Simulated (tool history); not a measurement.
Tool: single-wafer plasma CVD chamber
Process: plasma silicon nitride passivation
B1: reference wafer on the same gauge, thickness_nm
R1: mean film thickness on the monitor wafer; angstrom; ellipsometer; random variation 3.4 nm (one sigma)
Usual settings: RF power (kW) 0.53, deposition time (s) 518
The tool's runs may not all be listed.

run 1 day=0 | RF_power_(kW)=0.53 deposition_time_(s)=518 | B1=769.98 | R1=6837.65
-- day=3.988 gauge calibrated
run 2 day=4.308 | RF_power_(kW)=0.53 deposition_time_(s)=518 | B1=768.257 | R1=6865.73
run 3 day=7.458 | RF_power_(kW)=0.53 deposition_time_(s)=518 | B1=769.141 | R1=6901.87
run 4 day=10.658 | RF_power_(kW)=0.585 deposition_time_(s)=470 | B1=768.97 | R1=6433.67
-- day=18.033 RF generator calibrated
run 5 day=19.633 | RF_power_(kW)=0.585 deposition_time_(s)=470 | B1=769.163 | R1=6340.73
-- day=30.379 showerhead replaced
run 6 day=30.404 | RF_power_(kW)=0.555 deposition_time_(s)=518 | B1=767.58 | R1=7044.64
run 7 day=34.067 | RF_power_(kW)=0.555 deposition_time_(s)=518 | B1=767.783 | R1=6937.24
run 8 day=36.55 | RF_power_(kW)=0.555 deposition_time_(s)=518 | B1=768.583 | R1=7004.42
run 9 day=38.9 | RF_power_(kW)=0.53 deposition_time_(s)=518 | B1=770.128 | R1=6858.48
-- day=47.142 gauge calibrated
run 10 day=49.554 | RF_power_(kW)=0.53 deposition_time_(s)=518 | B1=771.553 | R1=6866.03
run 11 day=51.642 | RF_power_(kW)=0.505 deposition_time_(s)=518 | B1=769.29 | R1=6700.65
run 12 day=53.3 | RF_power_(kW)=0.505 deposition_time_(s)=518 | B1=768.099 | R1=6811.75
run 13 day=55.908 | RF_power_(kW)=0.49 deposition_time_(s)=465 | B1=768.404 | R1=6098.06

The next listed run, before its measurement:
run 14 day=58.496 | RF_power_(kW)=0.53 deposition_time_(s)=518 | B1=? | R1=?

{"run 14": {"B1": 769.038, "R1": 6915.11}}
Without the tool's hidden state the same run would have given R1 6915.11 angstrom.

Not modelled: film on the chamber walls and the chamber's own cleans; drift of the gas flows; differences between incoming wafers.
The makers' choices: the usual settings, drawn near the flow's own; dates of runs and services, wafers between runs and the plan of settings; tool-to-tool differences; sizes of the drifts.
